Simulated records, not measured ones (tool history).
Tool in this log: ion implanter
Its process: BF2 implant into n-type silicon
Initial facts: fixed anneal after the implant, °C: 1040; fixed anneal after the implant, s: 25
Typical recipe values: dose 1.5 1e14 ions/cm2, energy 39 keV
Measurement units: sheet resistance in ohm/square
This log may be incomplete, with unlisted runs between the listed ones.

| run | hour | dose | energy | read-back reference wafer on the same gauge, sheet resistance | sheet resistance |
|---|---|---|---|---|---|
| 1 | 0 | 1.68 | 35.5 | 670.16 | 582.33 |
| 2 | 55.3 | 1.5 | 39 | 669.73 | 628.73 |
| 3 | 124 | 1.5 | 39 | 670.22 | 628.24 |
| 4 | 167.7 | 1.5 | 39 | 670.29 | 628.71 |
|  | 207.9 | gauge calibrated |
| 5 | 216.1 | 1.5 | 39 | 670.21 | 630.1 |
|  | 263.7 | Faraday cup replaced and dose calibrated |
|  | 265.4 | extraction supply calibrated |
| 6 | 265.9 | 1.5 | 39 | 669.85 | 651.64 |
| 7 | 293.6 | 1.5 | 39 | 670.36 | 648.43 |
| 8 | 337.5 | 1.73 | 49 | 669.78 | 561.93 |
| 9 | 398.1 | 1.35 | 30.5 | 670.26 | 726.92 |
| 10 | 426.2 | 1.5 | 39 | 670.24 | 647.06 |
| 11 | 469 | 1.76 | 26 | 670.05 | 595.94 |
| 12 | 534.4 | 1.24 | 52.5 | 669.95 | 731.92 |
| 13 | 605.3 | 1.5 | 39 | 669.61 | 645.72 |
| 14 | 641.3 | 1.31 | 32.5 | 670.36 | 739.17 |

For each run, what was the tool's unlogged condition?
deviation of the true energy from its setpoint, %: 0 at every run
gauge reads high (%): 0 at every run
H1: deviation of the true dose from the Faraday cup's reading, %
| run | H1 |
|---|---|
| 1 | 4.21 |
| 2 | 4.34 |
| 3 | 4.49 |
| 4 | 4.59 |
| 5 | 4.7 |
| 6 | 0.492 |
| 7 | 0.555 |
| 8 | 0.656 |
| 9 | 0.795 |
| 10 | 0.86 |
| 11 | 0.958 |
| 12 | 1.11 |
| 13 | 1.27 |
| 14 | 1.35 |

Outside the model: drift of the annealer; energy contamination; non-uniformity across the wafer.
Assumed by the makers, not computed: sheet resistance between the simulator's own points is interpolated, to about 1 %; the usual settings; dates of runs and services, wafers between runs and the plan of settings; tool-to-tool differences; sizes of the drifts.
